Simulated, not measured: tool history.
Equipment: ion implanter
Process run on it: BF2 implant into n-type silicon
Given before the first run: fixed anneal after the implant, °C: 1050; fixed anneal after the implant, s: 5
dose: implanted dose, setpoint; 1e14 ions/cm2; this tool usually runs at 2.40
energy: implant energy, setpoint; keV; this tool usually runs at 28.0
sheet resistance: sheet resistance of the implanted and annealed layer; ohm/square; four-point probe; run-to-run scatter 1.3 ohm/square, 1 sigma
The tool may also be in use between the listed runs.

run	hour	dose	energy	wafers since the last listed run	hours since the last dose calibration	hours since the extraction supply was calibrated	hours since the gauge calibration	read-back reference wafer on the same gauge, sheet resistance	sheet resistance
1	0.0	2.40	35.0	0	328.0	6756.9	619.7	407.51	447.48
# hour 16.1: gauge calibrated
2	40.0	2.40	35.0	464	368.0	6796.9	23.9	406.97	446.00
3	94.4	2.40	35.0	631	422.4	6851.3	78.3	407.15	449.28
4	129.3	2.40	28.0	405	457.3	6886.2	113.2	406.97	457.97
5	190.5	2.40	28.0	710	518.5	6947.4	174.4	406.91	459.40
6	219.4	2.40	28.0	335	547.4	6976.3	203.3	406.59	459.52
# hour 243.8: extraction supply calibrated
7	290.9	2.40	28.0	737	618.9	47.1	274.8	407.23	460.64
# hour 325.7: Faraday cup replaced and dose calibrated
8	326.2	1.81	20.5	317	0.5	82.4	310.1	407.11	604.43
9	372.3	2.40	19.5	535	46.6	128.5	356.2	407.05	479.23
10	558.5	1.78	34.5	2163	232.8	314.7	542.4	406.52	570.73
# hour 587.8: gauge calibrated
11	605.9	2.40	28.0	550	280.2	362.1	18.1	407.08	459.40
12	675.8	2.40	36.0	812	350.1	432.0	88.0	406.32	447.29
13	707.9	2.20	22.0	372	382.2	464.1	120.1	406.78	506.73
14	776.6	2.80	35.0	798	450.9	532.8	188.8	406.76	392.78
15	806.6	2.93	28.0	348	480.9	562.8	218.8	406.85	388.38

Consider 4 possible next runs. They are alternatives, not a sequence: every one starts from the tool as it was left by run 15. What does each give?
A	807.0	2.40	28.0	4	481.3	563.2	219.2	?	?
B	807.0	1.97	28.0	4	481.3	563.2	219.2	?	?
C	807.0	2.69	21.0	4	481.3	563.2	219.2	?	?
D	807.0	1.98	28.0	4	481.3	563.2	219.2	?	?

run	read-back reference wafer on the same gauge, sheet resistance	sheet resistance
A	407.19	458.34
B	407.19	540.18
C	407.19	429.58
D	407.19	537.92
Stripped of hidden state, with their random variation kept, the same runs would have yielded:
run	sheet resistance
A	458.34
B	540.18
C	429.58
D	537.92
